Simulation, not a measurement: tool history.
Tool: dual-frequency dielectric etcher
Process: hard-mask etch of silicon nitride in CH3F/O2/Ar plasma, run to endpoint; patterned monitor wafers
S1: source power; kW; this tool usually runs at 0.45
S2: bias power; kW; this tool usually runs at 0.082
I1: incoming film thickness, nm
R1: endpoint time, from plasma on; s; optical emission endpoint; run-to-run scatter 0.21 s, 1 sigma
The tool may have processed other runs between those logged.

run 1 hour=0 | S1=0.45 S2=0.082 | I1=46.69 | R1=68.1
run 2 hour=10.1 | S1=0.45 S2=0.082 | I1=47.06 | R1=68.6
run 3 hour=23.4 | S1=0.45 S2=0.082 | I1=46.93 | R1=68.3
run 4 hour=69.8 | S1=0.5 S2=0.082 | I1=46.83 | R1=65.6
run 5 hour=80.4 | S1=0.5 S2=0.082 | I1=46.82 | R1=65.8
run 6 hour=89.2 | S1=0.5 S2=0.082 | I1=46.79 | R1=65.4
-- hour=116.6 wet clean of the chamber
run 7 hour=117.1 | S1=0.45 S2=0.069 | I1=46.54 | R1=72
run 8 hour=117.4 | S1=0.45 S2=0.069 | I1=47.47 | R1=73.5
run 9 hour=121.5 | S1=0.45 S2=0.069 | I1=47.5 | R1=73.4
run 10 hour=127.9 | S1=0.45 S2=0.082 | I1=47.22 | R1=69.5
run 11 hour=138.5 | S1=0.45 S2=0.082 | I1=46.93 | R1=68.6
-- hour=147.3 source power generator calibrated
run 12 hour=150.6 | S1=0.45 S2=0.082 | I1=46.93 | R1=68.7
run 13 hour=203.8 | S1=0.45 S2=0.082 | I1=47.14 | R1=69.3
run 14 hour=221.8 | S1=0.45 S2=0.082 | I1=46.63 | R1=68.2
run 15 hour=239.1 | S1=0.39 S2=0.089 | I1=46.83 | R1=69.8
run 16 hour=251.3 | S1=0.45 S2=0.091 | I1=46.92 | R1=66.6
run 17 hour=261.3 | S1=0.45 S2=0.082 | I1=46.79 | R1=67.9
-- hour=267.2 bias power generator calibrated
run 18 hour=275.3 | S1=0.38 S2=0.094 | I1=46.68 | R1=69.1
run 19 hour=291.3 | S1=0.45 S2=0.082 | I1=46.68 | R1=67.8
run 20 hour=300.6 | S1=0.51 S2=0.062 | I1=46.51 | R1=70.3
run 21 hour=314.1 | S1=0.48 S2=0.067 | I1=46.92 | R1=70.8
-- hour=340.5 upper electrode replaced
run 22 hour=341 | S1=0.48 S2=0.093 | I1=46.76 | R1=64
run 23 hour=341.3 | S1=0.35 S2=0.093 | I1=46.94 | R1=70.8
run 24 hour=347.8 | S1=0.55 S2=0.082 | I1=47.23 | R1=64.3
run 25 hour=357.3 | S1=0.37 S2=0.067 | I1=46.87 | R1=76.5
run 26 hour=364.6 | S1=0.38 S2=0.064 | I1=46.76 | R1=76.7
run 27 hour=381.7 | S1=0.53 S2=0.099 | I1=46.74 | R1=60.8
run 28 hour=391.5 | S1=0.53 S2=0.102 | I1=46.99 | R1=60.6
run 29 hour=403.5 | S1=0.53 S2=0.102 | I1=47.03 | R1=60.2
run 30 hour=416.3 | S1=0.4 S2=0.063 | I1=46.97 | R1=75.8
run 31 hour=422.8 | S1=0.56 S2=0.067 | I1=46.84 | R1=66.6
run 32 hour=437.7 | S1=0.37 S2=0.082 | I1=46.53 | R1=71.5
-- hour=463.2 wet clean of the chamber
run 33 hour=463.7 | S1=0.45 S2=0.089 | I1=46.83 | R1=66.9
run 34 hour=464.1 | S1=0.45 S2=0.082 | I1=46.96 | R1=68.6

What will run 35 give?
run 35 hour=471.6 | S1=0.36 S2=0.066 | I1=47.06 | R1=?

R1: 78.3 s
Minus the tool's unlogged condition, the same run would have read R1 78.7 s.

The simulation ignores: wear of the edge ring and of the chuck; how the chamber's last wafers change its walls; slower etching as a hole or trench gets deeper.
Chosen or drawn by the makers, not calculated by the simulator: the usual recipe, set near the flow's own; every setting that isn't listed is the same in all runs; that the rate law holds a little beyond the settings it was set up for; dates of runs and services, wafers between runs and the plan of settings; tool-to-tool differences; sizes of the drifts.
